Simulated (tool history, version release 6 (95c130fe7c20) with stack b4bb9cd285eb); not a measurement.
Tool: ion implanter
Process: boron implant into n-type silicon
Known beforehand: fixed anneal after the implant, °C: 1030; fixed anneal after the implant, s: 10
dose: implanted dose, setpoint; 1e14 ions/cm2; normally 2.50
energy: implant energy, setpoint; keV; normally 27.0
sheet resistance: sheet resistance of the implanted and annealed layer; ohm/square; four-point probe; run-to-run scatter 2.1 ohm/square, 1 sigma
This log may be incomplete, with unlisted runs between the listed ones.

run	hour	dose	energy	wafers since the last listed run	hours since the last dose calibration	hours since the extraction supply was calibrated	hours since the gauge calibration	read-back reference wafer on the same gauge, sheet resistance	sheet resistance
1	0.0	2.50	27.0	0	1242.5	3725.7	348.7	457.37	382.71
2	37.8	2.50	27.0	452	1280.3	3763.5	386.5	457.59	381.10
3	65.1	2.50	27.0	326	1307.6	3790.8	413.8	456.72	381.68
4	79.4	2.80	27.0	171	1321.9	3805.1	428.1	456.94	346.39
5	108.2	2.50	27.0	344	1350.7	3833.9	456.9	456.69	377.22
6	127.5	2.50	27.0	230	1370.0	3853.2	476.2	457.56	381.33
7	143.5	2.50	32.5	191	1386.0	3869.2	492.2	456.72	375.39
8	172.5	2.50	27.0	346	1415.0	3898.2	521.2	456.73	381.74
9	206.4	3.09	27.0	405	1448.9	3932.1	555.1	457.52	318.79
# hour 223.7: extraction supply calibrated
10	229.9	3.09	27.0	185	1472.4	6.2	578.6	456.75	321.54
# hour 239.5: gauge calibrated
11	255.9	1.96	31.5	311	1498.4	32.2	16.4	457.15	456.84

Run 12 comes next. What will it give?
12	289.1	2.19	34.5	397	1531.6	65.4	49.6	?	?

read-back reference wafer on the same gauge, sheet resistance: 456.68
sheet resistance: 411.70 ohm/square
On a tool with no hidden condition, and with the same random variation, this run would have come out at sheet resistance 411.70 ohm/square.
